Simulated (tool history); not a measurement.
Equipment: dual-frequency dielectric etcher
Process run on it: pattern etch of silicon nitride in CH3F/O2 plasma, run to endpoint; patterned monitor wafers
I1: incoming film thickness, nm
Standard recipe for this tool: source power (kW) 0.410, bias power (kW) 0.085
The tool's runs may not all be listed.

run 1 day=0.000 | source_power_(kW)=0.370 bias_power_(kW)=0.085 | I1=91.8 | endpoint_time_(s)=105.7
run 2 day=0.775 | source_power_(kW)=0.370 bias_power_(kW)=0.085 | I1=92.7 | endpoint_time_(s)=106.7
run 3 day=1.700 | source_power_(kW)=0.410 bias_power_(kW)=0.085 | I1=92.7 | endpoint_time_(s)=101.5
run 4 day=2.971 | source_power_(kW)=0.410 bias_power_(kW)=0.085 | I1=91.6 | endpoint_time_(s)=99.5
run 5 day=4.333 | source_power_(kW)=0.410 bias_power_(kW)=0.085 | I1=92.4 | endpoint_time_(s)=100.5
run 6 day=5.738 | source_power_(kW)=0.410 bias_power_(kW)=0.085 | I1=92.8 | endpoint_time_(s)=100.3
run 7 day=6.975 | source_power_(kW)=0.410 bias_power_(kW)=0.085 | I1=92.1 | endpoint_time_(s)=100.7
run 8 day=8.192 | source_power_(kW)=0.410 bias_power_(kW)=0.101 | I1=92.4 | endpoint_time_(s)=95.4
run 9 day=8.917 | source_power_(kW)=0.410 bias_power_(kW)=0.101 | I1=92.4 | endpoint_time_(s)=94.6
run 10 day=9.750 | source_power_(kW)=0.410 bias_power_(kW)=0.101 | I1=92.7 | endpoint_time_(s)=94.1
-- day=10.879 upper electrode replaced
run 11 day=10.900 | source_power_(kW)=0.410 bias_power_(kW)=0.085 | I1=91.9 | endpoint_time_(s)=97.4
-- day=12.583 wet clean of the chamber
run 12 day=12.604 | source_power_(kW)=0.410 bias_power_(kW)=0.085 | I1=92.0 | endpoint_time_(s)=103.0
run 13 day=13.446 | source_power_(kW)=0.410 bias_power_(kW)=0.085 | I1=92.4 | endpoint_time_(s)=103.0
-- day=14.471 source power generator calibrated
run 14 day=14.492 | source_power_(kW)=0.410 bias_power_(kW)=0.085 | I1=92.3 | endpoint_time_(s)=103.8
run 15 day=14.921 | source_power_(kW)=0.310 bias_power_(kW)=0.070 | I1=93.0 | endpoint_time_(s)=124.8
run 16 day=16.212 | source_power_(kW)=0.410 bias_power_(kW)=0.085 | I1=92.4 | endpoint_time_(s)=101.8
run 17 day=17.550 | source_power_(kW)=0.470 bias_power_(kW)=0.092 | I1=93.3 | endpoint_time_(s)=93.7
-- day=18.208 bias power generator calibrated
run 18 day=18.229 | source_power_(kW)=0.380 bias_power_(kW)=0.102 | I1=92.5 | endpoint_time_(s)=100.0
run 19 day=18.717 | source_power_(kW)=0.450 bias_power_(kW)=0.085 | I1=92.8 | endpoint_time_(s)=98.8
run 20 day=19.321 | source_power_(kW)=0.350 bias_power_(kW)=0.077 | I1=92.6 | endpoint_time_(s)=112.5
run 21 day=19.892 | source_power_(kW)=0.380 bias_power_(kW)=0.102 | I1=92.5 | endpoint_time_(s)=100.0
run 22 day=21.146 | source_power_(kW)=0.410 bias_power_(kW)=0.085 | I1=91.5 | endpoint_time_(s)=100.9
run 23 day=22.438 | source_power_(kW)=0.310 bias_power_(kW)=0.076 | I1=93.0 | endpoint_time_(s)=118.2
run 24 day=22.971 | source_power_(kW)=0.330 bias_power_(kW)=0.085 | I1=91.7 | endpoint_time_(s)=109.7
run 25 day=26.125 | source_power_(kW)=0.410 bias_power_(kW)=0.085 | I1=91.8 | endpoint_time_(s)=97.1
run 26 day=27.525 | source_power_(kW)=0.410 bias_power_(kW)=0.085 | I1=92.6 | endpoint_time_(s)=98.8
run 27 day=28.192 | source_power_(kW)=0.360 bias_power_(kW)=0.097 | I1=92.2 | endpoint_time_(s)=101.7
run 28 day=29.450 | source_power_(kW)=0.410 bias_power_(kW)=0.085 | I1=92.3 | endpoint_time_(s)=98.8

Below are 3 alternative next runs, each starting from the tool's condition after run 28. Predict each:
run A day=29.471 | source_power_(kW)=0.360 bias_power_(kW)=0.085 | I1=92.7 | endpoint_time_(s)=?
run B day=29.471 | source_power_(kW)=0.410 bias_power_(kW)=0.076 | I1=92.7 | endpoint_time_(s)=?
run C day=29.471 | source_power_(kW)=0.410 bias_power_(kW)=0.073 | I1=92.7 | endpoint_time_(s)=?

run=A endpoint_time_(s)=105.7
run=B endpoint_time_(s)=102.2
run=C endpoint_time_(s)=103.2
Without the tool's hidden state the same runs would have given:
run=A endpoint_time_(s)=110.6
run=B endpoint_time_(s)=106.9
run=C endpoint_time_(s)=108.0

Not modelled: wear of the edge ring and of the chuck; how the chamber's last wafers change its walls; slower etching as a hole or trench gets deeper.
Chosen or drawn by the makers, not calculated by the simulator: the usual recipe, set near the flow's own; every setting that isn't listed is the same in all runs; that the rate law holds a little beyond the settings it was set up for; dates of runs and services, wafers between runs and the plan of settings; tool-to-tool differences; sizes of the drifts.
